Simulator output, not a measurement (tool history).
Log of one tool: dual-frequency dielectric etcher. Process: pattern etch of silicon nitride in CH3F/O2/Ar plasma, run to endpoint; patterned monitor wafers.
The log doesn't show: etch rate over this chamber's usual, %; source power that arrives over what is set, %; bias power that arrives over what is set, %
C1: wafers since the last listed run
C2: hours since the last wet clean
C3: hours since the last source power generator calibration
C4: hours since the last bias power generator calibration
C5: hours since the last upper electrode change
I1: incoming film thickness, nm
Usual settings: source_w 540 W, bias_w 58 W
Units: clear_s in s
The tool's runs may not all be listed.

{"run": 1, "hour": 0.0, "source_w": 540, "bias_w": 58, "C1": 0, "C2": 334.7, "C3": 3311, "C4": 2033, "C5": 4984.2, "I1": 36.93, "clear_s": 56.2}
{"run": 2, "hour": 29.2, "source_w": 450, "bias_w": 66, "C1": 259, "C2": 363.9, "C3": 3340.2, "C4": 2062.2, "C5": 5013.4, "I1": 36.57, "clear_s": 58.2}
{"run": 3, "hour": 46.0, "source_w": 540, "bias_w": 58, "C1": 149, "C2": 380.7, "C3": 3357, "C4": 2079, "C5": 5030.2, "I1": 37.09, "clear_s": 56.7}
{"run": 4, "hour": 60.7, "source_w": 540, "bias_w": 58, "C1": 130, "C2": 395.4, "C3": 3371.7, "C4": 2093.7, "C5": 5044.9, "I1": 36.21, "clear_s": 55.8}
{"run": 5, "hour": 76.1, "source_w": 540, "bias_w": 58, "C1": 136, "C2": 410.8, "C3": 3387.1, "C4": 2109.1, "C5": 5060.3, "I1": 37.57, "clear_s": 57.9}
{"run": 6, "hour": 98.1, "source_w": 540, "bias_w": 58, "C1": 195, "C2": 432.8, "C3": 3409.1, "C4": 2131.1, "C5": 5082.3, "I1": 36.91, "clear_s": 56.8}
{"run": 7, "hour": 124.1, "source_w": 500, "bias_w": 58, "C1": 230, "C2": 458.8, "C3": 3435.1, "C4": 2157.1, "C5": 5108.3, "I1": 36.97, "clear_s": 58.7}
{"hour": 160.3, "done": "wet clean of the chamber"}
{"hour": 166.3, "done": "upper electrode replaced"}
{"run": 8, "hour": 166.8, "source_w": 500, "bias_w": 58, "C1": 112, "C2": 6.5, "C3": 3477.8, "C4": 2199.8, "C5": 0.5, "I1": 37.36, "clear_s": 57.8}
{"run": 9, "hour": 167.2, "source_w": 540, "bias_w": 58, "C1": 3, "C2": 6.9, "C3": 3478.2, "C4": 2200.2, "C5": 0.9, "I1": 36.54, "clear_s": 55}
{"hour": 174.9, "done": "source power generator calibrated"}
{"run": 10, "hour": 182.5, "source_w": 540, "bias_w": 58, "C1": 100, "C2": 22.2, "C3": 7.6, "C4": 2215.5, "C5": 16.2, "I1": 36.64, "clear_s": 54.8}
{"hour": 194.0, "done": "bias power generator calibrated"}
{"run": 11, "hour": 209.0, "source_w": 540, "bias_w": 58, "C1": 199, "C2": 48.7, "C3": 34.1, "C4": 15, "C5": 42.7, "I1": 36.62, "clear_s": 55.1}
{"run": 12, "hour": 236.1, "source_w": 610, "bias_w": 58, "C1": 240, "C2": 75.8, "C3": 61.2, "C4": 42.1, "C5": 69.8, "I1": 36.87, "clear_s": 53.3}
{"run": 13, "hour": 265.4, "source_w": 440, "bias_w": 48, "C1": 259, "C2": 105.1, "C3": 90.5, "C4": 71.4, "C5": 99.1, "I1": 37, "clear_s": 63}
{"run": 14, "hour": 294.2, "source_w": 540, "bias_w": 53, "C1": 255, "C2": 133.9, "C3": 119.3, "C4": 100.2, "C5": 127.9, "I1": 37.16, "clear_s": 57.7}
{"run": 15, "hour": 312.2, "source_w": 490, "bias_w": 67, "C1": 159, "C2": 151.9, "C3": 137.3, "C4": 118.2, "C5": 145.9, "I1": 37.18, "clear_s": 56.5}
{"run": 16, "hour": 342.6, "source_w": 640, "bias_w": 58, "C1": 269, "C2": 182.3, "C3": 167.7, "C4": 148.6, "C5": 176.3, "I1": 37.22, "clear_s": 53.4}
{"run": 17, "hour": 362.5, "source_w": 540, "bias_w": 58, "C1": 176, "C2": 202.2, "C3": 187.6, "C4": 168.5, "C5": 196.2, "I1": 37.03, "clear_s": 56.7}
{"run": 18, "hour": 397.7, "source_w": 540, "bias_w": 51, "C1": 312, "C2": 237.4, "C3": 222.8, "C4": 203.7, "C5": 231.4, "I1": 36.72, "clear_s": 57.8}
{"run": 19, "hour": 416.3, "source_w": 610, "bias_w": 50, "C1": 165, "C2": 256, "C3": 241.4, "C4": 222.3, "C5": 250, "I1": 37.28, "clear_s": 56.9}
{"run": 20, "hour": 487.4, "source_w": 500, "bias_w": 69, "C1": 630, "C2": 327.1, "C3": 312.5, "C4": 293.4, "C5": 321.1, "I1": 36.95, "clear_s": 56.1}
{"run": 21, "hour": 500.5, "source_w": 590, "bias_w": 44, "C1": 116, "C2": 340.2, "C3": 325.6, "C4": 306.5, "C5": 334.2, "I1": 36.86, "clear_s": 58.6}

Forecast each of these 3 alternatives for the next run:
{"run": "A", "hour": 500.9, "source_w": 540, "bias_w": 58, "C1": 3, "C2": 340.6, "C3": 326, "C4": 306.9, "C5": 334.6, "I1": 36.85, "clear_s": "?"}
{"run": "B", "hour": 500.9, "source_w": 660, "bias_w": 50, "C1": 3, "C2": 340.6, "C3": 326, "C4": 306.9, "C5": 334.6, "I1": 36.85, "clear_s": "?"}
{"run": "C", "hour": 500.9, "source_w": 670, "bias_w": 63, "C1": 3, "C2": 340.6, "C3": 326, "C4": 306.9, "C5": 334.6, "I1": 36.85, "clear_s": "?"}

run=A clear_s=57
run=B clear_s=54.8
run=C clear_s=51.7
Without the tool's hidden state the same runs would have given:
run=A clear_s=55.4
run=B clear_s=53.2
run=C clear_s=50.2
